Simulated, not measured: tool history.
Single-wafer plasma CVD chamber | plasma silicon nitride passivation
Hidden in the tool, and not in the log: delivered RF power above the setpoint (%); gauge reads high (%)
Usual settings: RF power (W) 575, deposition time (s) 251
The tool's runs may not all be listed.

run    hour  RF power (W)  deposition time (s)  wafers since the last listed run  hours since the last RF generator calibration  hours since the showerhead was replaced  hours since the gauge calibration  read-back reference wafer on the same gauge, thickness_nm  mean film thickness on the monitor wafer (angstrom)
  1     0.0           600                  251                                 0                                          658.0                                   2540.8                              349.8                                                    332.038                                              4028.70
  2    35.1           600                  251                               222                                          693.1                                   2575.9                              384.9                                                    331.982                                              4024.24
  3    78.2           600                  251                               272                                          736.2                                   2619.0                              428.0                                                    332.167                                              4022.48
  4   136.4           575                  251                               368                                          794.4                                   2677.2                              486.2                                                    332.052                                              3926.91
  5   168.7           575                  251                               204                                          826.7                                   2709.5                              518.5                                                    332.089                                              3946.91
  6   218.5           575                  251                               315                                          876.5                                   2759.3                              568.3                                                    332.007                                              3934.17
  7   270.4           575                  251                               328                                          928.4                                   2811.2                              620.2                                                    331.668                                              3930.15
      285.2  -- gauge calibrated
  8   301.3           575                  251                               195                                          959.3                                   2842.1                               16.1                                                    331.999                                              3938.43
  9   361.6           575                  251                               381                                         1019.6                                   2902.4                               76.4                                                    332.036                                              3946.59
 10   391.1           575                  251                               186                                         1049.1                                   2931.9                              105.9                                                    331.897                                              3932.17
 11   450.3           520                  251                               374                                         1108.3                                   2991.1                              165.1                                                    331.625                                              3757.21
 12   505.6           520                  251                               349                                         1163.6                                   3046.4                              220.4                                                    332.171                                              3756.88
 13   703.0           520                  251                              1249                                         1361.0                                   3243.8                              417.8                                                    332.240                                              3753.94
 14   728.0           485                  251                               158                                         1386.0                                   3268.8                              442.8                                                    332.027                                              3672.17
 15   762.8           575                  228                               220                                         1420.8                                   3303.6                              477.6                                                    332.155                                              3526.38
 16   833.6           575                  251                               448                                         1491.6                                   3374.4                              548.4                                                    332.366                                              3894.68
 17   858.4           575                  221                               156                                         1516.4                                   3399.2                              573.2                                                    331.772                                              3423.42
 18   900.0           515                  207                               263                                         1558.0                                   3440.8                              614.8                                                    331.879                                              3076.42
 19   948.4           575                  213                               306                                         1606.4                                   3489.2                              663.2                                                    332.235                                              3290.99
 20   974.8           535                  251                               167                                         1632.8                                   3515.6                              689.6                                                    331.902                                              3761.03
 21  1022.2           635                  279                               299                                         1680.2                                   3563.0                              737.0                                                    332.040                                              4501.55
     1054.0  -- gauge calibrated
     1058.0  -- showerhead replaced
 22  1071.6           600                  251                               261                                         1729.6                                     13.6                               17.6                                                    332.058                                              3935.09
     1099.7  -- RF generator calibrated
 23  1116.4           575                  227                               232                                           16.7                                     58.4                               62.4                                                    332.140                                              3590.57
 24  1149.7           675                  220                               210                                           50.0                                     91.7                               95.7                                                    332.101                                              3706.79
 25  1208.3           575                  214                               370                                          108.6                                    150.3                              154.3                                                    332.115                                              3402.45
 26  1263.4           525                  230                               348                                          163.7                                    205.4                              209.4                                                    331.732                                              3522.59
 27  1303.6           515                  297                               254                                          203.9                                    245.6                              249.6                                                    332.183                                              4531.69
 28  1328.1           575                  251                               155                                          228.4                                    270.1                              274.1                                                    331.952                                              3952.83
 29  1371.4           535                  234                               274                                          271.7                                    313.4                              317.4                                                    332.077                                              3613.29
 30  1401.1           530                  294                               187                                          301.4                                    343.1                              347.1                                                    331.922                                              4519.86
 31  1440.9           670                  234                               251                                          341.2                                    382.9                              386.9                                                    332.048                                              3900.57

Some steps in mean film thickness on the monitor wafer (angstrom) between neighbouring runs. How much of each would the tool show without its hidden state too (settings, what came in, random variation), and how much is left for the hidden state, with any gauge scatter that isn't in both results?
Run 12 -> 13: no setting changed, nothing entered. mean film thickness on the monitor wafer (angstrom) -2.94: hidden state -15.53, all else +12.59.
Run 20 -> 21: RF power (W) 535 -> 635, deposition time (s) 251 -> 279. mean film thickness on the monitor wafer (angstrom) +740.52: hidden state -26.38, all else +766.90.
Run 22 -> 23: RF power (W) 600 -> 575, deposition time (s) 251 -> 227, RF generator calibrated. mean film thickness on the monitor wafer (angstrom) -344.52: hidden state +111.36, all else -455.88.
Run 26 -> 27: RF power (W) 525 -> 515, deposition time (s) 230 -> 297. mean film thickness on the monitor wafer (angstrom) +1009.10: hidden state -2.81, all else +1011.91.
Run 29 -> 30: RF power (W) 535 -> 530, deposition time (s) 234 -> 294. mean film thickness on the monitor wafer (angstrom) +906.57: hidden state -2.99, all else +909.56.

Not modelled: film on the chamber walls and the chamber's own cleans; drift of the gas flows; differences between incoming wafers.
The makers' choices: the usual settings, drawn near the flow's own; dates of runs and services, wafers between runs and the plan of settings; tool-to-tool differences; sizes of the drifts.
